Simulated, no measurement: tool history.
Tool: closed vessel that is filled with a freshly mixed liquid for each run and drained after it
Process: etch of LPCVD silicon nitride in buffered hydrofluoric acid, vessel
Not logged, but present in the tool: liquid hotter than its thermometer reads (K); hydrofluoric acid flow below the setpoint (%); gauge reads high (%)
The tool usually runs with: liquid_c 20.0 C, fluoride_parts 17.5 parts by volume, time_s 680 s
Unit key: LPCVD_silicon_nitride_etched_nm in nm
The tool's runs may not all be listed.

run	day	liquid_c	fluoride_parts	time_s	wafers since the last listed run	hours since the thermometer was replaced	hours since the hydrofluoric acid flow meter was replaced	hours since the gauge calibration	read-back film thickness of the LPCVD silicon nitride reference wafer, read on the same gauge (nm)	LPCVD_silicon_nitride_etched_nm
1	0.000	24.0	17.5	680	0	818.8	698.4	3118.3	60.000	5.722
2	3.654	20.0	17.5	990	6622	906.5	786.1	3206.0	60.011	6.660
3	6.079	20.0	17.5	990	4394	964.7	844.3	3264.2	60.003	6.648
# day 9.371: thermometer replaced
4	9.750	20.0	17.5	680	6577	9.1	932.4	3352.3	60.017	4.499
5	12.962	20.0	17.5	985	5821	86.2	1009.5	3429.4	60.024	6.539
6	16.546	20.0	17.5	985	6494	172.2	1095.5	3515.4	59.994	6.498
7	20.550	20.0	17.5	680	7256	268.3	1191.6	3611.5	59.983	4.495
# day 24.342: hydrofluoric acid flow meter replaced
8	24.933	20.0	17.5	680	7868	373.5	14.2	3716.7	60.004	4.297
9	26.708	20.0	17.5	680	3216	416.1	56.8	3759.3	59.987	4.318
10	30.833	20.0	14.5	680	7475	515.1	155.8	3858.3	60.024	5.128
11	34.279	20.0	17.5	680	6244	597.8	238.5	3941.0	59.996	4.238
# day 35.604: gauge calibrated
12	38.371	20.0	17.5	680	7415	696.0	336.7	66.4	60.020	4.277
13	41.192	20.0	17.5	680	5112	763.7	404.4	134.1	60.027	4.291
14	43.333	20.0	22.5	540	3881	815.1	455.8	185.5	59.989	2.809
# day 46.729: hydrofluoric acid flow meter replaced, repeated, since the last time left the tool worse
15	47.096	24.5	13.5	785	6743	905.4	8.8	275.8	59.992	9.042
16	49.371	17.0	12.0	680	4122	960.0	63.4	330.4	60.006	5.724
17	52.042	20.0	22.5	680	4840	1024.1	127.5	394.5	59.997	3.795
18	56.262	20.0	17.5	680	7649	1125.4	228.8	495.8	59.954	4.687
19	59.388	23.5	24.0	325	5663	1200.4	303.8	570.8	60.006	2.097
# day 61.117: thermometer replaced
20	61.296	23.0	22.0	680	3382	4.3	349.6	616.6	59.996	4.551
21	64.583	20.0	23.5	680	5957	83.2	428.5	695.5	59.996	3.660
22	66.875	17.0	17.5	1040	4153	138.2	483.5	750.5	60.009	6.012
23	71.271	20.0	13.0	820	7966	243.7	589.0	856.0	60.020	7.435
24	82.000	23.5	17.5	470	19444	501.2	846.5	1113.5	60.039	3.785
25	86.454	23.5	17.5	285	8072	608.1	953.4	1220.4	59.998	2.324
26	90.654	20.0	17.5	680	7611	708.9	1054.2	1321.2	59.995	4.504
27	94.558	20.0	15.0	920	7075	802.6	1147.9	1414.9	59.992	7.203
28	98.146	20.0	17.5	680	6501	888.7	1234.0	1501.0	59.994	4.506
29	100.250	24.5	14.0	555	3813	939.2	1284.5	1551.5	59.979	5.852
30	104.500	20.0	13.5	680	7702	1041.2	1386.5	1653.5	59.983	5.829
# day 104.879: hydrofluoric acid flow meter replaced
31	107.825	20.0	17.5	510	5950	1121.0	70.7	1733.3	60.016	3.504
32	112.142	18.0	22.0	680	7823	1224.6	174.3	1836.9	60.009	3.454

Describe how what the log doesn't record of the tool's condition differs between the last listed run preceding each entry between runs and the first listed run following it.
Runs 3 to 4: thermometer replaced (day 9.371)
  hydrofluoric acid flow below the setpoint (%): 3.51 -> 3.79
  measured result minus the result with no hidden state, LPCVD_silicon_nitride_etched_nm: -0.239 -> -0.175 nm
Runs 7 to 8: hydrofluoric acid flow meter replaced (day 24.342)
  hydrofluoric acid flow below the setpoint (%): 4.6 -> 8.81
  measured result minus the result with no hidden state, LPCVD_silicon_nitride_etched_nm: -0.214 -> -0.409 nm
Runs 11 to 12: gauge calibrated (day 35.604)
  hydrofluoric acid flow below the setpoint (%): 9.52 -> 9.83
  measured result minus the result with no hidden state, LPCVD_silicon_nitride_etched_nm: -0.439 -> -0.460 nm
Runs 14 to 15: hydrofluoric acid flow meter replaced, repeated, since the last time left the tool worse (day 46.729)
  hydrofluoric acid flow below the setpoint (%): 10.2 -> 0.284
  measured result minus the result with no hidden state, LPCVD_silicon_nitride_etched_nm: -0.216 -> -0.025 nm
Runs 19 to 20: thermometer replaced (day 61.117)
  hydrofluoric acid flow below the setpoint (%): 1.21 -> 1.36
  measured result minus the result with no hidden state, LPCVD_silicon_nitride_etched_nm: -0.018 -> -0.043 nm
Runs 30 to 31: hydrofluoric acid flow meter replaced (day 104.879)
  hydrofluoric acid flow below the setpoint (%): 4.62 -> 0.323
  measured result minus the result with no hidden state, LPCVD_silicon_nitride_etched_nm: -0.278 -> -0.011 nm
